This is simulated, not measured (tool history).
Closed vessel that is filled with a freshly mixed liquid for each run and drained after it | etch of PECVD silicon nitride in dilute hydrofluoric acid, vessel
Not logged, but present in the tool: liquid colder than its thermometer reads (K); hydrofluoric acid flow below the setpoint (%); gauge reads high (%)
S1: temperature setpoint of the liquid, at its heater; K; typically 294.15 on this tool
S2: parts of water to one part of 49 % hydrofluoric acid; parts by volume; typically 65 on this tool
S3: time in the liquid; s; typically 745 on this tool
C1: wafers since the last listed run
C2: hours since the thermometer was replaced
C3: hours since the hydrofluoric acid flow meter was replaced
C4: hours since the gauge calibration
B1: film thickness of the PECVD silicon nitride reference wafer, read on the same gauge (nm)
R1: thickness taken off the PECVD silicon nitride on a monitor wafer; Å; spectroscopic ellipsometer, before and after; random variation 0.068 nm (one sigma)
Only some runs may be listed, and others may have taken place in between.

run 1 hour=0 | S1=291.65 S2=65 S3=570 | C1=0 C2=1058.8 C3=1470.9 C4=1104.3 | B1=109.97 | R1=102.4
run 2 hour=284.8 | S1=291.65 S2=65 S3=570 | C1=20555 C2=1343.6 C3=1755.7 C4=1389.1 | B1=110.02 | R1=100.5
run 3 hour=385.4 | S1=291.65 S2=65 S3=570 | C1=7260 C2=1444.2 C3=1856.3 C4=1489.7 | B1=110.03 | R1=101.4
run 4 hour=428.4 | S1=291.15 S2=65 S3=745 | C1=3103 C2=1487.2 C3=1899.3 C4=1532.7 | B1=110.07 | R1=127.6
-- hour=449.6 gauge calibrated
run 5 hour=473.8 | S1=291.15 S2=65 S3=745 | C1=3276 C2=1532.6 C3=1944.7 C4=24.2 | B1=110.02 | R1=127.6
run 6 hour=562.6 | S1=294.15 S2=65 S3=745 | C1=6409 C2=1621.4 C3=2033.5 C4=113 | B1=109.98 | R1=157.5
run 7 hour=602.2 | S1=294.15 S2=65 S3=745 | C1=2858 C2=1661 C3=2073.1 C4=152.6 | B1=110.03 | R1=156.5
run 8 hour=653.7 | S1=294.15 S2=65 S3=745 | C1=3716 C2=1712.5 C3=2124.6 C4=204.1 | B1=109.98 | R1=155.9
run 9 hour=701.4 | S1=295.65 S2=65 S3=745 | C1=3442 C2=1760.2 C3=2172.3 C4=251.8 | B1=110.01 | R1=173.8
run 10 hour=766.3 | S1=297.65 S2=65 S3=745 | C1=4684 C2=1825.1 C3=2237.2 C4=316.7 | B1=109.97 | R1=197.2
run 11 hour=832.1 | S1=294.15 S2=65 S3=490 | C1=4749 C2=1890.9 C3=2303 C4=382.5 | B1=110 | R1=101.7
-- hour=871 thermometer replaced
run 12 hour=887.8 | S1=296.65 S2=35 S3=980 | C1=3947 C2=16.8 C3=2358.7 C4=438.2 | B1=110 | R1=461.2
run 13 hour=928.9 | S1=294.15 S2=75 S3=1090 | C1=2966 C2=57.9 C3=2399.8 C4=479.3 | B1=110.01 | R1=206.4
-- hour=932.3 hydrofluoric acid flow meter replaced
run 14 hour=981.4 | S1=290.15 S2=45 S3=915 | C1=3716 C2=110.4 C3=49.1 C4=531.8 | B1=110 | R1=215.1
run 15 hour=1084.6 | S1=294.15 S2=65 S3=745 | C1=7448 C2=213.6 C3=152.3 C4=635 | B1=109.99 | R1=160.9
run 16 hour=1158.6 | S1=294.15 S2=65 S3=745 | C1=5340 C2=287.6 C3=226.3 C4=709 | B1=110.01 | R1=159.7
run 17 hour=1246.9 | S1=294.15 S2=40 S3=1190 | C1=6373 C2=375.9 C3=314.6 C4=797.3 | B1=109.99 | R1=408

3 options for the next run, each taken on its own from the tool as it stands now. Forecast them:
run A hour=1247.8 | S1=294.15 S2=65 S3=745 | C1=64 C2=376.8 C3=315.5 C4=798.2 | B1=? | R1=?
run B hour=1247.8 | S1=294.15 S2=50 S3=745 | C1=64 C2=376.8 C3=315.5 C4=798.2 | B1=? | R1=?
run C hour=1247.8 | S1=292.15 S2=55 S3=745 | C1=64 C2=376.8 C3=315.5 C4=798.2 | B1=? | R1=?

run=A B1=110.02 R1=159.4
run=B B1=110.02 R1=205.9
run=C B1=110.02 R1=163.3
Without the tool's hidden state the same runs would have given:
run=A R1=162.1
run=B R1=209.4
run=C R1=166.2
